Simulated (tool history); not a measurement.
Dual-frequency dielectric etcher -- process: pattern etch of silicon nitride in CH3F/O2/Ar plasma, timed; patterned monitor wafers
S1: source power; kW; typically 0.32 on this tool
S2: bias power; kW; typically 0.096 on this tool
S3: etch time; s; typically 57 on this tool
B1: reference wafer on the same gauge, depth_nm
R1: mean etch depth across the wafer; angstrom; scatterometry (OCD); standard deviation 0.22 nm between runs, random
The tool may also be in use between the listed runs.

| run | hour | S1 | S2 | S3 | B1 | R1 |
|---|---|---|---|---|---|---|
| 1 | 0 | 0.32 | 0.096 | 57 | 35.68 | 373.5 |
|  | 2.4 | gauge calibrated |
| 2 | 41.4 | 0.32 | 0.096 | 57 | 35.57 | 378.4 |
| 3 | 122.9 | 0.32 | 0.096 | 57 | 35.57 | 386.1 |
| 4 | 168 | 0.32 | 0.096 | 57 | 35.61 | 382.8 |
|  | 205.7 | wet clean of the chamber |
| 5 | 206.2 | 0.32 | 0.096 | 57 | 35.55 | 360.7 |
| 6 | 261.8 | 0.32 | 0.096 | 57 | 35.64 | 360.9 |
| 7 | 329.8 | 0.32 | 0.096 | 57 | 35.62 | 365.7 |
|  | 371.4 | source power generator calibrated |
| 8 | 383.4 | 0.32 | 0.096 | 57 | 35.64 | 365.3 |
| 9 | 432.5 | 0.32 | 0.096 | 57 | 35.59 | 368.2 |
| 10 | 503.4 | 0.32 | 0.096 | 57 | 35.63 | 377.1 |
| 11 | 534.7 | 0.32 | 0.082 | 57 | 35.68 | 353.8 |
| 12 | 587.4 | 0.32 | 0.096 | 57 | 35.58 | 374.1 |
|  | 613.2 | wet clean of the chamber |
|  | 620.6 | upper electrode replaced, of another model than before |
| 13 | 642.2 | 0.32 | 0.096 | 48 | 35.62 | 307.9 |
| 14 | 682.3 | 0.4 | 0.096 | 57 | 35.58 | 386.9 |
| 15 | 722 | 0.39 | 0.096 | 63 | 35.58 | 434.2 |
|  | 738.6 | gauge calibrated |
|  | 759.7 | bias power generator calibrated |
| 16 | 776 | 0.27 | 0.096 | 57 | 35.58 | 357.9 |
| 17 | 824.1 | 0.32 | 0.108 | 47.5 | 35.61 | 320.5 |
| 18 | 858 | 0.32 | 0.096 | 57 | 35.66 | 375.4 |
| 19 | 923.2 | 0.32 | 0.074 | 46 | 35.66 | 295.5 |
| 20 | 981.6 | 0.35 | 0.103 | 61.5 | 35.59 | 426.4 |

Consider 3 possible next runs. They are alternatives, not a sequence: every one starts from the tool as it was left by run 20. What does each give?
| A | 982 | 0.32 | 0.096 | 47.5 | ? | ? |
| B | 982 | 0.29 | 0.111 | 44 | ? | ? |
| C | 982 | 0.32 | 0.096 | 69.5 | ? | ? |

| run | B1 | R1 |
|---|---|---|
| A | 35.61 | 318.5 |
| B | 35.61 | 296.2 |
| C | 35.61 | 466 |
Had the tool no hidden state, the same runs would have come out as:
| run | R1 |
|---|---|
| A | 303.4 |
| B | 282.1 |
| C | 443.9 |
